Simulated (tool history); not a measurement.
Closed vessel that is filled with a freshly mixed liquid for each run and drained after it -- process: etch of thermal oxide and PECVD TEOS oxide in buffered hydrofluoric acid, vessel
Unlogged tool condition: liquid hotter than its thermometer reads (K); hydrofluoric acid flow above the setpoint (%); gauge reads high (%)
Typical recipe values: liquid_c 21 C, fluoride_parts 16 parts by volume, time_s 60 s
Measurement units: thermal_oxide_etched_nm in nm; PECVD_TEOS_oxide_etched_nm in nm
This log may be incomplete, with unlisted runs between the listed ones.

| run | hour | liquid_c | fluoride_parts | time_s | wafers since the last listed run | hours since the thermometer was replaced | hours since the hydrofluoric acid flow meter was replaced | hours since the gauge calibration | read-back film thickness of the thermal oxide reference wafer, read on the same gauge (nm) | read-back film thickness of the PECVD TEOS oxide reference wafer, read on the same gauge (nm) | thermal_oxide_etched_nm | PECVD_TEOS_oxide_etched_nm |
|---|---|---|---|---|---|---|---|---|---|---|---|---|
| 1 | 0 | 21 | 16 | 50 | 0 | 1089.9 | 1532.9 | 272.7 | 99.26 | 138.94 | 29.7 | 47.4 |
| 2 | 67.5 | 21 | 16 | 50 | 5686 | 1157.4 | 1600.4 | 340.2 | 99.09 | 138.73 | 29.59 | 47.03 |
| 3 | 130.6 | 21 | 16 | 50 | 5315 | 1220.5 | 1663.5 | 403.3 | 98.92 | 138.54 | 29.71 | 47.28 |
| 4 | 193.3 | 17 | 16 | 35 | 5281 | 1283.2 | 1726.2 | 466 | 98.79 | 138.26 | 16.67 | 26.26 |
| 5 | 262.4 | 17 | 16 | 35 | 5821 | 1352.3 | 1795.3 | 535.1 | 98.6 | 138.01 | 16.54 | 26.22 |
| 6 | 297.4 | 21 | 16 | 60 | 2948 | 1387.3 | 1830.3 | 570.1 | 98.5 | 137.91 | 35.41 | 56.24 |
| 7 | 362.3 | 17 | 16 | 60 | 5467 | 1452.2 | 1895.2 | 635 | 98.32 | 137.67 | 28.3 | 44.81 |
| 8 | 398.4 | 25 | 16 | 70 | 3041 | 1488.3 | 1931.3 | 671.1 | 98.26 | 137.49 | 50.97 | 81.57 |
| 9 | 434.3 | 19 | 16 | 40 | 3024 | 1524.2 | 1967.2 | 707 | 98.14 | 137.35 | 21.14 | 33.59 |
| 10 | 493.5 | 21 | 16 | 60 | 4987 | 1583.4 | 2026.4 | 766.2 | 98 | 137.15 | 35.15 | 56.43 |
| 11 | 543.8 | 21 | 16 | 60 | 4237 | 1633.7 | 2076.7 | 816.5 | 97.86 | 137.06 | 35.39 | 56.06 |
| 12 | 570.4 | 21 | 16 | 30 | 2240 | 1660.3 | 2103.3 | 843.1 | 97.8 | 136.91 | 17.61 | 27.92 |
| 13 | 613.2 | 25.5 | 22.5 | 90 | 3605 | 1703.1 | 2146.1 | 885.9 | 97.67 | 136.76 | 49.84 | 79.48 |
|  | 620.2 | gauge calibrated |
|  | 637.9 | hydrofluoric acid flow meter replaced |
|  | 713.3 | thermometer replaced |
| 14 | 807.8 | 17.5 | 16 | 85 | 16225 | 94.5 | 169.9 | 187.6 | 99.22 | 138.93 | 41.32 | 65.74 |
| 15 | 837.8 | 23.5 | 14 | 60 | 2527 | 124.5 | 199.9 | 217.6 | 99.15 | 138.77 | 46.55 | 73.67 |
| 16 | 979 | 21 | 16 | 60 | 11894 | 265.7 | 341.1 | 358.8 | 98.75 | 138.3 | 35.53 | 56.54 |

Each row is a separate what-if for the run after 16, all from the same tool condition, not one after another. Results?
| A | 979.7 | 21 | 16 | 60 | 58 | 266.4 | 341.8 | 359.5 | ? | ? | ? | ? |
| B | 979.7 | 21 | 11 | 60 | 58 | 266.4 | 341.8 | 359.5 | ? | ? | ? | ? |
| C | 979.7 | 21 | 16 | 75 | 58 | 266.4 | 341.8 | 359.5 | ? | ? | ? | ? |

| run | read-back film thickness of the thermal oxide reference wafer, read on the same gauge (nm) | read-back film thickness of the PECVD TEOS oxide reference wafer, read on the same gauge (nm) | thermal_oxide_etched_nm | PECVD_TEOS_oxide_etched_nm |
|---|---|---|---|---|
| A | 98.76 | 138.34 | 35.57 | 56.43 |
| B | 98.76 | 138.34 | 51.36 | 81.48 |
| C | 98.76 | 138.34 | 44.46 | 70.54 |
Without the tool's hidden state the same runs would have given:
| run | thermal_oxide_etched_nm | PECVD_TEOS_oxide_etched_nm |
|---|---|---|
| A | 36.01 | 57.13 |
| B | 52 | 82.49 |
| C | 45.02 | 71.41 |
